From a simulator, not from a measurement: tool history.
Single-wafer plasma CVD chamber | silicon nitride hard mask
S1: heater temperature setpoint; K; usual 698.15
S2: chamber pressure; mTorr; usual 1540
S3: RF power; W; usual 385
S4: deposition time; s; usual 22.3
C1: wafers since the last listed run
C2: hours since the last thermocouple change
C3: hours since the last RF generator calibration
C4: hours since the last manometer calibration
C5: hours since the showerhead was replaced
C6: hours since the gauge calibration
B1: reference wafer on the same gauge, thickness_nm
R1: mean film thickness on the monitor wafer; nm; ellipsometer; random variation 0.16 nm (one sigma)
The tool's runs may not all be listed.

run,day,S1,S2,S3,S4,C1,C2,C3,C4,C5,C6,B1,R1
1,0,698.15,1540,385,22.3,0,2876.6,1281.9,2241.8,7173.6,422.2,30.949,28.435
2,0.871,698.15,1540,385,22.3,639,2897.5,1302.8,2262.7,7194.5,443.1,30.908,28.971
3,2.1,703.15,1540,385,20.4,903,2927,1332.3,2292.2,7224,472.6,30.959,26.177
4,3.45,703.15,1540,385,20.4,991,2959.4,1364.7,2324.6,7256.4,505,30.834,26.112
5,4.7,710.15,1540,385,22.3,918,2989.4,1394.7,2354.6,7286.4,535,30.852,28.532
6,5.85,710.15,1540,385,22.3,845,3017,1422.3,2382.2,7314,562.6,30.893,28.215
7,6.571,698.15,1540,445,24.9,529,3034.3,1439.6,2399.5,7331.3,579.9,30.935,34.606
8,7.567,698.15,1540,445,24.9,731,3058.2,1463.5,2423.4,7355.2,603.8,30.873,34.428
# day 8.904: RF generator calibrated
# day 9.146: thermocouple changed; heater temperature recalibrated
9,9.167,698.15,1540,445,24.9,752,0.5,6.3,2461.8,7393.6,642.2,30.901,36.133
10,9.733,691.15,1650,330,26.3,416,14.1,19.9,2475.4,7407.2,655.8,30.965,32.881
# day 10.829: gauge calibrated
11,11.054,698.15,1540,385,19.1,970,45.8,51.6,2507.1,7438.9,5.4,30.891,25.383
12,11.842,698.15,1540,385,22.3,578,64.7,70.5,2526,7457.8,24.3,30.877,29.743
13,12.6,703.15,1540,385,20.4,557,82.9,88.7,2544.2,7476,42.5,30.889,27.089
# day 13.075: showerhead replaced
# day 13.379: capacitance manometer re-zeroed and calibrated
14,13.4,698.15,1540,445,22.3,118,102.1,107.9,0.5,7.8,61.7,30.864,32.155
15,14.317,698.15,1900,385,22.3,673,124.1,129.9,22.5,29.8,83.7,30.894,31.772
16,15.675,688.15,1540,440,25.7,998,156.7,162.5,55.1,62.4,116.3,30.949,36.957
17,17.125,705.15,1920,385,26.1,1065,191.5,197.3,89.9,97.2,151.1,31,37.047
18,17.792,698.15,1540,385,18.7,489,207.5,213.3,105.9,113.2,167.1,30.903,24.951
19,18.529,698.15,1540,385,22.3,541,225.2,231,123.6,130.9,184.8,30.891,29.94
20,19.633,698.15,1640,315,18.7,811,251.7,257.5,150.1,157.4,211.3,30.969,22.365
21,20.775,708.15,1540,450,22.3,838,279.1,284.9,177.5,184.8,238.7,30.959,32.114
22,22.15,698.15,1540,385,22.3,1010,312.1,317.9,210.5,217.8,271.7,30.859,29.552
23,23.35,698.15,1540,365,26.2,881,340.9,346.7,239.3,246.6,300.5,30.895,33.5
24,24.171,698.15,1540,385,22.3,603,360.6,366.4,259,266.3,320.2,30.908,29.604
25,25.517,698.15,1540,385,22.3,988,392.9,398.7,291.3,298.6,352.5,30.961,29.579
26,26.421,698.15,1900,385,22.3,664,414.6,420.4,313,320.3,374.2,30.874,31.461
27,27.379,698.15,1820,385,23.6,704,437.6,443.4,336,343.3,397.2,30.86,32.449
28,28.262,698.15,1290,385,22.3,649,458.8,464.6,357.2,364.5,418.4,30.93,27.582
29,29.046,691.15,1540,385,22.3,575,477.6,483.4,376,383.3,437.2,30.812,29.48

Forecast each of these 4 alternatives for the next run:
A,29.062,698.15,1540,330,22.3,12,478,483.8,376.4,383.7,437.6,?,?
B,29.062,709.15,1410,345,22.3,12,478,483.8,376.4,383.7,437.6,?,?
C,29.062,698.15,1540,455,22.3,12,478,483.8,376.4,383.7,437.6,?,?
D,29.062,691.15,1290,420,20.3,12,478,483.8,376.4,383.7,437.6,?,?

run,B1,R1
A,30.874,26.83
B,30.874,26.736
C,30.874,32.422
D,30.874,26.806
Without the tool's hidden state the same runs would have given:
run,R1
A,27.339
B,27.225
C,32.972
D,27.26

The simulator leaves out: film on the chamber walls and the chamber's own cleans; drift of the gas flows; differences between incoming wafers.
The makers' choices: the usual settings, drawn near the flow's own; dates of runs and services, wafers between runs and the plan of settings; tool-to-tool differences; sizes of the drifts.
